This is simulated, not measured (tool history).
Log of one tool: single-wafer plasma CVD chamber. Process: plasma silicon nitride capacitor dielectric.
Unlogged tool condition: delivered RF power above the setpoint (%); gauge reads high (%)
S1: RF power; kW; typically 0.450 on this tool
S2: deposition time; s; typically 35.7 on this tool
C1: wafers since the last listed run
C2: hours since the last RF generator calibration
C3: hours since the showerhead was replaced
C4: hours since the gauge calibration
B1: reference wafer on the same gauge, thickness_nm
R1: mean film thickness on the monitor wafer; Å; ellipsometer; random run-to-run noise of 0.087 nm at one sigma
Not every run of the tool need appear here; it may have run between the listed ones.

Run 1, day 0.000: usual settings; C1 0; C2 1991.0; C3 6490.1; C4 24.3; B1 61.640. Result: R1 580.57 Å.
Run 2, day 0.558: usual settings; C1 252; C2 2004.4; C3 6503.5; C4 37.7; B1 61.693. Result: R1 581.43 Å.
Run 3, day 1.221: usual settings; C1 299; C2 2020.3; C3 6519.4; C4 53.6; B1 61.729. Result: R1 581.79 Å.
Run 4, day 1.500: usual settings; C1 126; C2 2027.0; C3 6526.1; C4 60.3; B1 61.791. Result: R1 582.27 Å.
Run 5, day 1.758: usual settings; C1 116; C2 2033.2; C3 6532.3; C4 66.5; B1 61.780. Result: R1 583.02 Å.
At day 2.325: showerhead replaced.
Run 6, day 2.358: usual settings; C1 120; C2 2047.6; C3 0.8; C4 80.9; B1 61.822. Result: R1 582.72 Å.
Run 7, day 2.808: usual settings; C1 203; C2 2058.4; C3 11.6; C4 91.7; B1 61.857. Result: R1 583.44 Å.
Run 8, day 3.088: usual settings but S1 0.415 kW, S2 39.5 s; C1 126; C2 2065.1; C3 18.3; C4 98.4; B1 61.828. Result: R1 623.43 Å.
Run 9, day 3.354: usual settings but S1 0.400 kW, S2 39.4 s; C1 120; C2 2071.5; C3 24.7; C4 104.8; B1 61.849. Result: R1 613.64 Å.
At day 3.742: RF generator calibrated.
Run 10, day 3.838: usual settings but S1 0.525 kW, S2 41.9 s; C1 67; C2 2.3; C3 36.3; C4 116.4; B1 61.850. Result: R1 728.59 Å.
At day 4.438: gauge calibrated.
Run 11, day 4.704: usual settings but S1 0.520 kW, S2 42.5 s; C1 391; C2 23.1; C3 57.1; C4 6.4; B1 61.547. Result: R1 733.17 Å.
Run 12, day 4.992: usual settings but S1 0.395 kW; C1 129; C2 30.0; C3 64.0; C4 13.3; B1 61.606. Result: R1 551.01 Å.
Run 13, day 5.371: usual settings; C1 171; C2 39.1; C3 73.1; C4 22.4; B1 61.674. Result: R1 583.02 Å.
Run 14, day 5.667: usual settings but S1 0.505 kW, S2 31.2 s; C1 133; C2 46.2; C3 80.2; C4 29.5; B1 61.687. Result: R1 531.56 Å.
Run 15, day 6.138: usual settings but S1 0.420 kW, S2 32.5 s; C1 212; C2 57.5; C3 91.5; C4 40.8; B1 61.730. Result: R1 514.43 Å.

Entry by entry between the runs, the difference in hidden state between the last listed run before and the first listed run after:
Between runs 5 and 6: showerhead replaced (day 2.325)
  gauge reads high (%): 0.478 -> 0.515
  what was measured, less what the result would be without the hidden state, R1: +2.77 -> +2.99 Å
Between runs 9 and 10: RF generator calibrated (day 3.742)
  gauge reads high (%): 0.556 -> 0.57
  what was measured, less what the result would be without the hidden state, R1: +3.39 -> +4.13 Å
Between runs 10 and 11: gauge calibrated (day 4.438)
  gauge reads high (%): 0.57 -> 0.115
  what was measured, less what the result would be without the hidden state, R1: +4.13 -> +0.84 Å
